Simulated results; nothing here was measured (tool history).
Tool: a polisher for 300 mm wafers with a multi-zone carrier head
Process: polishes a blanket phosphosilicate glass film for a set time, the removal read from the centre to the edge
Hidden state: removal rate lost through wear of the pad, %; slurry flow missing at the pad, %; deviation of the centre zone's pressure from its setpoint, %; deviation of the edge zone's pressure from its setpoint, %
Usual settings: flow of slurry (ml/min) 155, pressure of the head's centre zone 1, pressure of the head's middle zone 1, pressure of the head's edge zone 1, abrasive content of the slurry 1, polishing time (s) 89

run	hour	flow of slurry (ml/min)	pressure of the head's centre zone	pressure of the head's middle zone	pressure of the head's edge zone	abrasive content of the slurry	polishing time (s)	wafers since the last listed run	wafers polished on this pad	hours since the slurry nozzle was cleaned	hours since the centre zone pressure was calibrated	hours since the edge zone pressure was calibrated	hours since the carrier head's membrane was replaced	incoming thickness of the incoming film, nm	film removed at the wafer's centre (angstrom)	film removed at mid-radius (angstrom)	film removed at the wafer's edge (angstrom)
1	0	155	1	1	1	1	106	0	859	6.1	441.3	6.4	1325.5	2854.5	6196	6016	6079
2	61.9	155	1	1.06	1	1	89	384	1244	68	503.2	68.3	1387.4	2803.6	4998	5061	5012
# hour 90.2: carrier head's membrane replaced by a new one
3	122.8	155	0.93	1	1.06	1.1	89	347	1591	128.9	564.1	129.2	32.6	2819.2	4726	5002	5305
4	190.1	155	1	1	1	1	89	418	2009	196.2	631.4	196.5	99.9	2815.6	4698	4511	4675
5	260.1	155	1	1.04	1	1	59	434	2444	266.2	701.4	266.5	169.9	2829.7	2988	3036	3038
# hour 264.4: centre zone pressure recalibrated
6	314.5	155	1	1	1	1	89	325	2770	320.6	50.1	320.9	224.3	2838.7	4401	4303	4479
7	339.8	120	1	1	1.09	1	89	157	2927	345.9	75.4	346.2	249.6	2836.4	3911	3872	4344
8	365.2	200	1	1	1	1	89	157	3085	371.3	100.8	371.6	275	2817	4675	4529	4601
# hour 405.6: worn pad replaced by a new one
9	430.6	155	1	1	1	1	89	381	155	436.7	166.2	437	340.4	2833.9	4686	4605	4875
# hour 445.3: slurry nozzle cleaned
10	487.9	130	1	1	1	1	89	349	505	42.6	223.5	494.3	397.7	2808.7	4957	4965	5076
11	544.8	155	1	1	0.97	0.75	75	353	858	99.5	280.4	551.2	454.6	2845.5	3519	3452	3393
12	590.7	155	1	1.07	1	1	89	285	1143	145.4	326.3	597.1	500.5	2816.6	5003	5094	5065
# hour 628.2: edge zone pressure recalibrated
13	644	155	1	1	0.91	1.2	89	318	1462	198.7	379.6	15.8	553.8	2861	5535	5416	5282
14	715.9	105	1.04	1	1	1.15	60	446	1909	270.6	451.5	87.7	625.7	2811.7	3142	3046	3242
15	806.4	155	1	1	1	1	89	562	2471	361.1	542	178.2	716.2	2831.1	4638	4555	4731
16	836.5	200	1	1	1	1	102	186	2658	391.2	572.1	208.3	746.3	2846.4	5659	5514	5509
# hour 857.7: worn pad replaced by a new one
17	898.6	155	0.89	0.89	1	1	89	360	254	453.3	634.2	270.4	808.4	2816.8	4257	4422	4968
# hour 960: slurry nozzle cleaned
18	962.6	155	1	1	1	1	89	391	645	2.6	698.2	334.4	872.4	2812.7	5234	5169	5255
19	1018.7	155	1	1	1	1	89	348	994	58.7	754.3	390.5	928.5	2813.8	5128	5005	5136
20	1072.4	155	1	1	1	1	89	333	1327	112.4	808	444.2	982.2	2867.5	5047	5038	5031

5 ways to go on from here, each from the tool as it stands after run 20. What would each give?
A	1072.9	155	1	0.92	1	1	89	3	1330	112.9	808.5	444.7	982.7	2845	?	?	?
B	1072.9	155	0.95	1	0.94	1	89	3	1330	112.9	808.5	444.7	982.7	2845	?	?	?
C	1072.9	155	1	0.91	1	0.85	100	3	1330	112.9	808.5	444.7	982.7	2845	?	?	?
D	1072.9	155	1	1.08	0.9	1	99	3	1330	112.9	808.5	444.7	982.7	2845	?	?	?
E	1072.9	120	1.06	1	1	0.75	77	3	1330	112.9	808.5	444.7	982.7	2845	?	?	?

run	film removed at the wafer's centre (angstrom)	film removed at mid-radius (angstrom)	film removed at the wafer's edge (angstrom)
A	5083	4758	5112
B	4829	5018	4971
C	5099	4741	5129
D	5659	5869	5424
E	3458	3251	3386
Without the tool's hidden state the same runs would have given:
run	film removed at the wafer's centre (angstrom)	film removed at mid-radius (angstrom)	film removed at the wafer's edge (angstrom)
A	5423	5050	5368
B	5152	5327	5220
C	5440	5033	5386
D	6037	6229	5696
E	3741	3490	3580
